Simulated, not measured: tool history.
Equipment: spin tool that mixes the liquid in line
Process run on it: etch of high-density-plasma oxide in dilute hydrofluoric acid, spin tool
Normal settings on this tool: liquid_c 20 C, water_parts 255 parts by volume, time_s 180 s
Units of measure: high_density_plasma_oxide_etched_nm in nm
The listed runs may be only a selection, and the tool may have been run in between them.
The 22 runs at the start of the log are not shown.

| run | hour | liquid_c | water_parts | time_s | wafers since the last listed run | hours since the thermometer was replaced | hours since the hydrofluoric acid flow meter was replaced | hours since the gauge calibration | read-back film thickness of the high-density-plasma oxide reference wafer, read on the same gauge (nm) | high_density_plasma_oxide_etched_nm |
|---|---|---|---|---|---|---|---|---|---|---|
| 23 | 1725.5 | 18 | 255 | 180 | 525 | 141.4 | 368.7 | 1304.7 | 140.001 | 3.671 |
| 24 | 1772.1 | 24 | 150 | 180 | 471 | 188 | 415.3 | 1351.3 | 139.994 | 8.708 |
| 25 | 1878.6 | 17.5 | 340 | 240 | 1077 | 294.5 | 521.8 | 1457.8 | 139.998 | 3.317 |
| 26 | 1935 | 18 | 255 | 120 | 570 | 350.9 | 578.2 | 1514.2 | 139.999 | 2.459 |
| 27 | 2018 | 20 | 140 | 215 | 840 | 433.9 | 661.2 | 1597.2 | 139.993 | 9.64 |
|  | 2036.1 | hydrofluoric acid flow meter replaced |
| 28 | 2112.2 | 23.5 | 255 | 265 | 943 | 528.1 | 76.1 | 1691.4 | 139.996 | 6.624 |
| 29 | 2208 | 21.5 | 180 | 135 | 969 | 623.9 | 171.9 | 1787.2 | 140.029 | 4.761 |
| 30 | 2309.6 | 25 | 145 | 130 | 1028 | 725.5 | 273.5 | 1888.8 | 139.983 | 6.733 |

Consider 5 possible next runs. They are alternatives, not a sequence: every one starts from the tool as it was left by run 30. What does each give?
| A | 2310.1 | 20 | 255 | 180 | 5 | 726 | 274 | 1889.3 | ? | ? |
| B | 2310.1 | 24 | 150 | 225 | 5 | 726 | 274 | 1889.3 | ? | ? |
| C | 2310.1 | 20 | 255 | 275 | 5 | 726 | 274 | 1889.3 | ? | ? |
| D | 2310.1 | 20 | 350 | 220 | 5 | 726 | 274 | 1889.3 | ? | ? |
| E | 2310.1 | 20 | 255 | 145 | 5 | 726 | 274 | 1889.3 | ? | ? |

| run | read-back film thickness of the high-density-plasma oxide reference wafer, read on the same gauge (nm) | high_density_plasma_oxide_etched_nm |
|---|---|---|
| A | 139.984 | 3.925 |
| B | 139.984 | 10.808 |
| C | 139.984 | 5.997 |
| D | 139.984 | 3.211 |
| E | 139.984 | 3.162 |
Without the tool's hidden state the same runs would have given:
| run | high_density_plasma_oxide_etched_nm |
|---|---|
| A | 3.925 |
| B | 10.808 |
| C | 5.997 |
| D | 3.211 |
| E | 3.162 |
